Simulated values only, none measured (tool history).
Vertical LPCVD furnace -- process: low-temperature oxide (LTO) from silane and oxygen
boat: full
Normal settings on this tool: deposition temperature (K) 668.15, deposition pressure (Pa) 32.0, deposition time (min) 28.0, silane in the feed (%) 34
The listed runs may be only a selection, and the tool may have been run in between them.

| run | hour | deposition temperature (K) | deposition pressure (Pa) | deposition time (min) | silane in the feed (%) | wafers since the last listed run | hours since the last temperature calibration | hours since the pressure gauge was zeroed | hours since the silane flow controller was replaced | hours since the gauge calibration | read-back reference wafer on the same gauge, thickness | film thickness on the monitor wafer in the middle of the boat (Å) |
|---|---|---|---|---|---|---|---|---|---|---|---|---|
| 1 | 0.0 | 668.15 | 34.7 | 28.0 | 34 | 0 | 2046.3 | 2713.1 | 2943.1 | 147.0 | 181.90 | 2331.3 |
| 2 | 33.9 | 668.15 | 34.7 | 28.0 | 34 | 619 | 2080.2 | 2747.0 | 2977.0 | 180.9 | 181.95 | 2334.3 |
| 3 | 51.3 | 668.15 | 34.7 | 28.0 | 34 | 318 | 2097.6 | 2764.4 | 2994.4 | 198.3 | 181.58 | 2343.5 |
| 4 | 67.1 | 668.15 | 36.7 | 28.0 | 34 | 288 | 2113.4 | 2780.2 | 3010.2 | 214.1 | 181.79 | 2455.0 |
| 5 | 96.9 | 668.15 | 36.7 | 28.0 | 34 | 544 | 2143.2 | 2810.0 | 3040.0 | 243.9 | 181.11 | 2450.7 |
| 6 | 119.9 | 668.15 | 36.7 | 28.0 | 34 | 420 | 2166.2 | 2833.0 | 3063.0 | 266.9 | 181.23 | 2454.9 |
| 7 | 154.2 | 668.15 | 32.0 | 28.0 | 31 | 627 | 2200.5 | 2867.3 | 3097.3 | 301.2 | 181.16 | 1881.7 |
| 8 | 178.4 | 668.15 | 32.0 | 28.0 | 34 | 442 | 2224.7 | 2891.5 | 3121.5 | 325.4 | 180.95 | 2136.2 |
|  | 213.7 | silane flow controller replaced |
| 9 | 214.2 | 668.15 | 27.3 | 28.0 | 34 | 215 | 2260.5 | 2927.3 | 0.5 | 361.2 | 180.49 | 1820.0 |
| 10 | 230.5 | 663.15 | 32.0 | 31.0 | 34 | 298 | 2276.8 | 2943.6 | 16.8 | 377.5 | 180.39 | 2229.6 |
| 11 | 249.1 | 663.15 | 32.0 | 31.0 | 34 | 340 | 2295.4 | 2962.2 | 35.4 | 396.1 | 180.34 | 2220.2 |
| 12 | 280.1 | 663.15 | 32.0 | 31.0 | 34 | 566 | 2326.4 | 2993.2 | 66.4 | 427.1 | 179.98 | 2207.8 |
| 13 | 300.3 | 668.15 | 32.0 | 28.0 | 30 | 369 | 2346.6 | 3013.4 | 86.6 | 447.3 | 179.74 | 1777.9 |
|  | 340.9 | thermocouples replaced and temperature profile calibrated |
| 14 | 341.4 | 668.15 | 25.3 | 28.0 | 34 | 312 | 0.5 | 3054.5 | 127.7 | 488.4 | 179.63 | 1669.2 |
| 15 | 346.4 | 668.15 | 32.0 | 28.0 | 34 | 91 | 5.5 | 3059.5 | 132.7 | 493.4 | 179.75 | 2133.3 |
|  | 358.0 | gauge calibrated |
| 16 | 359.3 | 668.15 | 32.0 | 28.0 | 34 | 235 | 18.4 | 3072.4 | 145.6 | 1.3 | 182.57 | 2157.7 |
|  | 410.0 | pressure gauge zeroed |
| 17 | 410.5 | 668.15 | 36.7 | 28.0 | 34 | 497 | 69.6 | 0.5 | 196.8 | 52.5 | 182.32 | 2463.2 |
| 18 | 482.8 | 664.15 | 40.0 | 28.0 | 31 | 1321 | 141.9 | 72.8 | 269.1 | 124.8 | 182.04 | 2257.6 |
| 19 | 515.9 | 668.15 | 32.0 | 28.0 | 28 | 605 | 175.0 | 105.9 | 302.2 | 157.9 | 181.70 | 1617.2 |
| 20 | 528.1 | 664.15 | 32.0 | 17.5 | 36 | 223 | 187.2 | 118.1 | 314.4 | 170.1 | 181.92 | 1375.6 |
| 21 | 542.5 | 668.15 | 32.0 | 21.5 | 34 | 263 | 201.6 | 132.5 | 328.8 | 184.5 | 181.51 | 1650.8 |
| 22 | 570.8 | 678.15 | 32.0 | 35.0 | 34 | 517 | 229.9 | 160.8 | 357.1 | 212.8 | 181.32 | 3003.8 |
| 23 | 592.7 | 657.15 | 26.0 | 38.0 | 34 | 400 | 251.8 | 182.7 | 379.0 | 234.7 | 180.98 | 2074.6 |
| 24 | 610.8 | 660.15 | 29.3 | 28.0 | 31 | 330 | 269.9 | 200.8 | 397.1 | 252.8 | 180.78 | 1563.6 |
| 25 | 626.3 | 677.15 | 32.0 | 28.0 | 37 | 283 | 285.4 | 216.3 | 412.6 | 268.3 | 180.83 | 2649.6 |
| 26 | 659.2 | 668.15 | 32.0 | 28.0 | 36 | 601 | 318.3 | 249.2 | 445.5 | 301.2 | 180.82 | 2316.8 |
| 27 | 673.7 | 663.15 | 32.0 | 28.0 | 34 | 265 | 332.8 | 263.7 | 460.0 | 315.7 | 180.59 | 2004.7 |
| 28 | 693.3 | 668.15 | 32.0 | 28.0 | 34 | 358 | 352.4 | 283.3 | 479.6 | 335.3 | 180.40 | 2143.5 |
| 29 | 716.0 | 668.15 | 32.0 | 22.5 | 30 | 415 | 375.1 | 306.0 | 502.3 | 358.0 | 180.20 | 1429.0 |
| 30 | 731.0 | 668.15 | 32.0 | 28.0 | 34 | 274 | 390.1 | 321.0 | 517.3 | 373.0 | 180.47 | 2126.3 |
| 31 | 762.4 | 675.15 | 28.7 | 24.0 | 39 | 574 | 421.5 | 352.4 | 548.7 | 404.4 | 179.76 | 2121.5 |

4 options for the next run, each taken on its own from the tool as it stands now. Forecast them:
| A | 767.4 | 668.15 | 32.0 | 18.5 | 34 | 91 | 426.5 | 357.4 | 553.7 | 409.4 | ? | ? |
| B | 767.4 | 660.15 | 32.0 | 28.0 | 29 | 91 | 426.5 | 357.4 | 553.7 | 409.4 | ? | ? |
| C | 767.4 | 668.15 | 32.0 | 28.0 | 37 | 91 | 426.5 | 357.4 | 553.7 | 409.4 | ? | ? |
| D | 767.4 | 674.15 | 32.0 | 28.0 | 34 | 91 | 426.5 | 357.4 | 553.7 | 409.4 | ? | ? |

| run | read-back reference wafer on the same gauge, thickness | film thickness on the monitor wafer in the middle of the boat (Å) |
|---|---|---|
| A | 179.67 | 1405.0 |
| B | 179.67 | 1531.1 |
| C | 179.67 | 2381.1 |
| D | 179.67 | 2280.3 |
Stripped of hidden state, with their random variation kept, the same runs would have yielded:
| run | film thickness on the monitor wafer in the middle of the boat (Å) |
|---|---|
| A | 1429.7 |
| B | 1558.0 |
| C | 2422.9 |
| D | 2320.3 |
